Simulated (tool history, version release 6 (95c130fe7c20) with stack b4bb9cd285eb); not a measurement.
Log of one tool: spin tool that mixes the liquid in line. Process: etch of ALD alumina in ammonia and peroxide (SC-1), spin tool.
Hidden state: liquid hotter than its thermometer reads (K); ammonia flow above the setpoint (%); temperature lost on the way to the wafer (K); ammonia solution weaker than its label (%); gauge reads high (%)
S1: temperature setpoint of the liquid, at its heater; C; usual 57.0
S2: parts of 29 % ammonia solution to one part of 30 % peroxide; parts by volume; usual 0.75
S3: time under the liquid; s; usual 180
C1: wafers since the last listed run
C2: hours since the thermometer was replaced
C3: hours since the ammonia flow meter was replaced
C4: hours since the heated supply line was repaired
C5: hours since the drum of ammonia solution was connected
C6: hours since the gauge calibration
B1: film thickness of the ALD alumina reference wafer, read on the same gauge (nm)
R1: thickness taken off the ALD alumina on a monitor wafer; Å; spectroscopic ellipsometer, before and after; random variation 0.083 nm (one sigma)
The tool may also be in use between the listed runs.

run	hour	S1	S2	S3	C1	C2	C3	C4	C5	C6	B1	R1
1	0.0	57.0	0.75	180	0	2034.6	475.5	512.2	241.0	577.3	40.01	107.2
2	47.6	57.0	0.75	180	305	2082.2	523.1	559.8	288.6	624.9	40.00	108.4
# hour 84.9: new drum of ammonia solution connected
3	94.5	51.5	0.75	180	294	2129.1	570.0	606.7	9.6	671.8	39.99	81.1
4	157.0	57.0	0.75	180	400	2191.6	632.5	669.2	72.1	734.3	40.01	108.2
5	217.2	57.0	0.75	180	386	2251.8	692.7	729.4	132.3	794.5	40.00	106.8
6	250.6	57.0	0.75	240	214	2285.2	726.1	762.8	165.7	827.9	40.02	143.1
7	314.4	57.0	0.45	220	409	2349.0	789.9	826.6	229.5	891.7	40.00	125.8
# hour 363.0: heated supply line repaired
8	386.0	57.0	0.75	180	452	2420.6	861.5	23.0	301.1	963.3	40.02	107.2
# hour 406.0: new drum of ammonia solution connected
9	438.3	57.0	0.75	180	328	2472.9	913.8	75.3	32.3	1015.6	40.03	106.2
10	559.8	57.0	0.65	180	779	2594.4	1035.3	196.8	153.8	1137.1	40.02	105.8
# hour 621.9: thermometer replaced
11	622.4	49.0	1.05	250	394	0.5	1097.9	259.4	216.4	1199.7	40.05	98.8
12	657.8	54.5	0.45	85	226	35.9	1133.3	294.8	251.8	1235.1	40.02	42.6
# hour 676.0: gauge calibrated
# hour 681.1: new drum of ammonia solution connected
13	696.4	67.0	0.50	220	241	74.5	1171.9	333.4	15.3	20.4	39.99	206.8
14	726.4	67.0	0.90	140	192	104.5	1201.9	363.4	45.3	50.4	40.03	141.8
15	794.2	57.0	0.75	180	434	172.3	1269.7	431.2	113.1	118.2	40.02	107.1
# hour 811.1: ammonia flow meter replaced
16	855.8	61.5	0.85	245	388	233.9	44.7	492.8	174.7	179.8	39.98	187.5
17	916.8	65.0	1.00	230	391	294.9	105.7	553.8	235.7	240.8	40.01	212.9
18	948.8	57.0	0.75	180	205	326.9	137.7	585.8	267.7	272.8	39.99	108.1
19	1009.3	53.0	0.60	220	387	387.4	198.2	646.3	328.2	333.3	39.98	104.9

Run 20 comes next. What will it give?
# hour 1020.5: new drum of ammonia solution connected
20	1076.4	52.5	0.60	180	423	454.5	265.3	713.4	55.9	400.4	?	?

{"run 20": {"B1": 40.0, "R1": 84.3}}
Without the tool's hidden state the same run would have given R1 84.3 Å.
